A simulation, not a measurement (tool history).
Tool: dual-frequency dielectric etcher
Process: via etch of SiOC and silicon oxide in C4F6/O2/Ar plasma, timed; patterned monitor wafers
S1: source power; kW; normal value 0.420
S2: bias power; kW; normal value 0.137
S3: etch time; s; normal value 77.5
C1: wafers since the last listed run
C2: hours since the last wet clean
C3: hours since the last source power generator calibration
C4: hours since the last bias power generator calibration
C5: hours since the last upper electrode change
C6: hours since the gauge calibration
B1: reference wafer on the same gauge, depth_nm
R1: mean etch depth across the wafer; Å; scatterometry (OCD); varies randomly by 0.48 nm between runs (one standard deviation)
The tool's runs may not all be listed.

run 1 hour=0.0 | S1=0.420 S2=0.137 S3=87.0 | C1=0 C2=12.3 C3=1341.1 C4=2143.7 C5=4027.1 C6=1085.4 | B1=69.2 | R1=929
run 2 hour=58.2 | S1=0.420 S2=0.137 S3=87.0 | C1=404 C2=70.5 C3=1399.3 C4=2201.9 C5=4085.3 C6=1143.6 | B1=69.2 | R1=939
-- hour=62.1 gauge calibrated
run 3 hour=124.6 | S1=0.420 S2=0.137 S3=95.5 | C1=462 C2=136.9 C3=1465.7 C4=2268.3 C5=4151.7 C6=62.5 | B1=69.1 | R1=1030
run 4 hour=142.2 | S1=0.420 S2=0.137 S3=95.5 | C1=122 C2=154.5 C3=1483.3 C4=2285.9 C5=4169.3 C6=80.1 | B1=69.2 | R1=1031
-- hour=150.6 bias power generator calibrated
run 5 hour=161.0 | S1=0.420 S2=0.137 S3=77.5 | C1=102 C2=173.3 C3=1502.1 C4=10.4 C5=4188.1 C6=98.9 | B1=69.2 | R1=831
run 6 hour=175.3 | S1=0.420 S2=0.137 S3=77.5 | C1=99 C2=187.6 C3=1516.4 C4=24.7 C5=4202.4 C6=113.2 | B1=69.2 | R1=834
-- hour=204.6 upper electrode replaced
run 7 hour=205.1 | S1=0.420 S2=0.154 S3=85.5 | C1=40 C2=217.4 C3=1546.2 C4=54.5 C5=0.5 C6=143.0 | B1=69.2 | R1=949
run 8 hour=212.7 | S1=0.420 S2=0.154 S3=85.5 | C1=52 C2=225.0 C3=1553.8 C4=62.1 C5=8.1 C6=150.6 | B1=69.3 | R1=952
run 9 hour=240.2 | S1=0.420 S2=0.154 S3=85.5 | C1=191 C2=252.5 C3=1581.3 C4=89.6 C5=35.6 C6=178.1 | B1=69.2 | R1=956
run 10 hour=260.4 | S1=0.420 S2=0.137 S3=77.5 | C1=140 C2=272.7 C3=1601.5 C4=109.8 C5=55.8 C6=198.3 | B1=69.1 | R1=834
run 11 hour=278.6 | S1=0.420 S2=0.137 S3=77.5 | C1=126 C2=290.9 C3=1619.7 C4=128.0 C5=74.0 C6=216.5 | B1=69.2 | R1=840
run 12 hour=305.5 | S1=0.420 S2=0.137 S3=77.5 | C1=187 C2=317.8 C3=1646.6 C4=154.9 C5=100.9 C6=243.4 | B1=69.1 | R1=844
run 13 hour=332.8 | S1=0.420 S2=0.152 S3=77.5 | C1=189 C2=345.1 C3=1673.9 C4=182.2 C5=128.2 C6=270.7 | B1=69.2 | R1=869
run 14 hour=355.2 | S1=0.340 S2=0.150 S3=70.0 | C1=155 C2=367.5 C3=1696.3 C4=204.6 C5=150.6 C6=293.1 | B1=69.1 | R1=675
run 15 hour=376.2 | S1=0.370 S2=0.163 S3=70.5 | C1=146 C2=388.5 C3=1717.3 C4=225.6 C5=171.6 C6=314.1 | B1=69.2 | R1=747
-- hour=393.7 source power generator calibrated
run 16 hour=409.2 | S1=0.350 S2=0.137 S3=77.5 | C1=201 C2=421.5 C3=15.5 C4=258.6 C5=204.6 C6=347.1 | B1=69.2 | R1=724
run 17 hour=435.4 | S1=0.340 S2=0.127 S3=77.5 | C1=182 C2=447.7 C3=41.7 C4=284.8 C5=230.8 C6=373.3 | B1=69.2 | R1=701
run 18 hour=460.5 | S1=0.420 S2=0.152 S3=77.5 | C1=174 C2=472.8 C3=66.8 C4=309.9 C5=255.9 C6=398.4 | B1=69.2 | R1=838
run 19 hour=479.6 | S1=0.370 S2=0.154 S3=77.5 | C1=132 C2=491.9 C3=85.9 C4=329.0 C5=275.0 C6=417.5 | B1=69.2 | R1=771
run 20 hour=512.4 | S1=0.340 S2=0.106 S3=87.0 | C1=228 C2=524.7 C3=118.7 C4=361.8 C5=307.8 C6=450.3 | B1=69.2 | R1=737
-- hour=554.3 wet clean of the chamber
run 21 hour=554.8 | S1=0.460 S2=0.120 S3=63.0 | C1=128 C2=0.5 C3=161.1 C4=404.2 C5=350.2 C6=492.7 | B1=69.2 | R1=677
run 22 hour=572.3 | S1=0.420 S2=0.137 S3=77.5 | C1=121 C2=18.0 C3=178.6 C4=421.7 C5=367.7 C6=510.2 | B1=69.2 | R1=814

Run 23, settings as shown, results not yet in. Your forecast:
run 23 hour=604.9 | S1=0.490 S2=0.137 S3=77.5 | C1=226 C2=50.6 C3=211.2 C4=454.3 C5=400.3 C6=542.8 | B1=? | R1=?

{"run 23": {"B1": 69.2, "R1": 899}}
Take away the tool's hidden state, keep the run-to-run variation as it was, and the same run would have given R1 898 Å.

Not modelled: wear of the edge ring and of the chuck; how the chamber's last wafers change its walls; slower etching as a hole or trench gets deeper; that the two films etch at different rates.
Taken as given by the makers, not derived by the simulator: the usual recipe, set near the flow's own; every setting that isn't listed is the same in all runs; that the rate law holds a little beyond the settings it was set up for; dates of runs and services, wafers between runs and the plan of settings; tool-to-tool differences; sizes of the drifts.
